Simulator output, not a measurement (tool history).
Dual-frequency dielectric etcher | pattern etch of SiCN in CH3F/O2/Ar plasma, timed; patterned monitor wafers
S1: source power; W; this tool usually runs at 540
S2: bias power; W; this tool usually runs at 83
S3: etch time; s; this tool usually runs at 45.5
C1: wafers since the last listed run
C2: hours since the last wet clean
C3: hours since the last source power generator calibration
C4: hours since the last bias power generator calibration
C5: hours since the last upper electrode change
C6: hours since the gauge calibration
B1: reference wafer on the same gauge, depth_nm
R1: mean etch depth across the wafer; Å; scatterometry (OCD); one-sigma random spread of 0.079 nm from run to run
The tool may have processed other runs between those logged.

run     day   S1  S2    S3    C1     C2      C3      C4      C5      C6     B1     R1
  1       0  580  83  45.5     0  521.9  1482.2  1861.7  3103.5  1969.7  18.93    183
  2   2.642  540  95    48   938  585.3  1545.6  1925.1  3166.9  2033.1  18.89  203.2
  3   4.408  470  83    50   627  627.7    1588  1967.5  3209.3  2075.5  18.88  187.9
  4   5.988  470  83    50   560  665.6  1625.9  2005.4  3247.2  2113.4  18.87  189.1
       7.35  -- wet clean of the chamber
  5   9.292  540  75  35.5   818   46.6  1705.2  2084.7  3326.5  2192.7  18.89  132.8
  6  12.754  540  83  45.5  1229  129.7  1788.3  2167.8  3409.6  2275.8  18.82  179.1
  7   17.05  430  92    56  1525  232.8  1891.4  2270.9  3512.7  2378.9  18.84  212.5
  8  20.496  440  97    50  1223  315.5  1974.1  2353.6  3595.4  2461.6  18.86  195.7
     24.367  -- upper electrode replaced
  9  24.388  430  83    50  1026  408.9  2067.5    2447     0.5    2555  18.84  179.2
 10  27.433  410  63  52.5  1081    482  2140.6  2520.1    73.6  2628.1  18.83    163
 11  29.321  540  91  45.5   670  527.3  2185.9  2565.4   118.9  2673.4  18.84  187.2
 12  30.938  630  76  53.5   574  566.1  2224.7  2604.2   157.7  2712.2  18.81  213.9
 13  33.654  540  78    51   964  631.3  2289.9  2669.4   222.9  2777.4  18.81  195.1
     35.862  -- wet clean of the chamber
 14  36.058  620  83  45.5   498    4.7  2347.6  2727.1   280.6  2835.1  18.81  188.6
     37.112  -- bias power generator calibrated
 15  39.779  610  97    41  1262     94  2436.9      64   369.9  2924.4  18.82  182.5
     41.925  -- source power generator calibrated
      42.05  -- gauge calibrated
 16  44.096  540  83  45.5  1473  197.6    52.1   167.6   473.5    49.1  19.41    185
 17  46.938  540  68  49.5  1009  265.8   120.3   235.8   541.7   117.3  19.38  181.7
 18  49.142  640  83  45.5   782  318.7   173.2   288.7   594.6   170.2  19.34  197.2
 19  52.621  630  64    59  1235  402.2   256.7   372.2   678.1   253.7  19.27  223.1
 20  58.808  500  70  52.5  2197  550.7   405.2   520.7   826.6   402.2  19.17  189.2
 21  61.988  540  83  45.5  1128    627   481.5     597   902.9   478.5  19.13  181.6
     64.704  -- wet clean of the chamber
 22  66.042  490  71    50  1084   32.1   578.8   694.3  1000.2   575.8  19.08  178.2
 23  67.892  540  95  45.5   656   76.5   623.2   738.7  1044.6   620.2  19.06  194.2
 24  71.488  540  83  55.5  1276  162.8   709.5     825  1130.9   706.5  19.03  220.2
 25  74.225  540  83  45.5   972  228.5   775.2   890.7  1196.6   772.2     19  180.4
 26  76.429  630  99    39   782  281.4   828.1   943.6  1249.5   825.1  18.97  178.6
 27  78.283  400  65    59   658  325.9   872.6   988.1    1294   869.6  18.93    185
 28  81.517  670  64  45.5  1148  403.5   950.2  1065.7  1371.6   947.2  18.95  170.8
 29  84.704  540  83  45.5  1131    480  1026.7  1142.2  1448.1  1023.7  18.89  179.1

5 options for the next run, each taken on its own from the tool as it stands now. Forecast them:
  A  84.721  540  83    57   5  480.4  1027.1  1142.6  1448.5  1024.1   ?   ?
  B  84.721  580  76    39   5  480.4  1027.1  1142.6  1448.5  1024.1   ?   ?
  C  84.721  540  76  45.5   5  480.4  1027.1  1142.6  1448.5  1024.1   ?   ?
  D  84.721  650  89    35   5  480.4  1027.1  1142.6  1448.5  1024.1   ?   ?
  E  84.721  500  74  45.5   5  480.4  1027.1  1142.6  1448.5  1024.1   ?   ?

run     B1     R1
  A  18.89  224.7
  B  18.89  151.5
  C  18.89    172
  D  18.89  152.9
  E  18.89  164.9
Without the tool's hidden state the same runs would have given:
run     R1
  A  231.9
  B  156.3
  C  177.5
  D  157.7
  E  170.2

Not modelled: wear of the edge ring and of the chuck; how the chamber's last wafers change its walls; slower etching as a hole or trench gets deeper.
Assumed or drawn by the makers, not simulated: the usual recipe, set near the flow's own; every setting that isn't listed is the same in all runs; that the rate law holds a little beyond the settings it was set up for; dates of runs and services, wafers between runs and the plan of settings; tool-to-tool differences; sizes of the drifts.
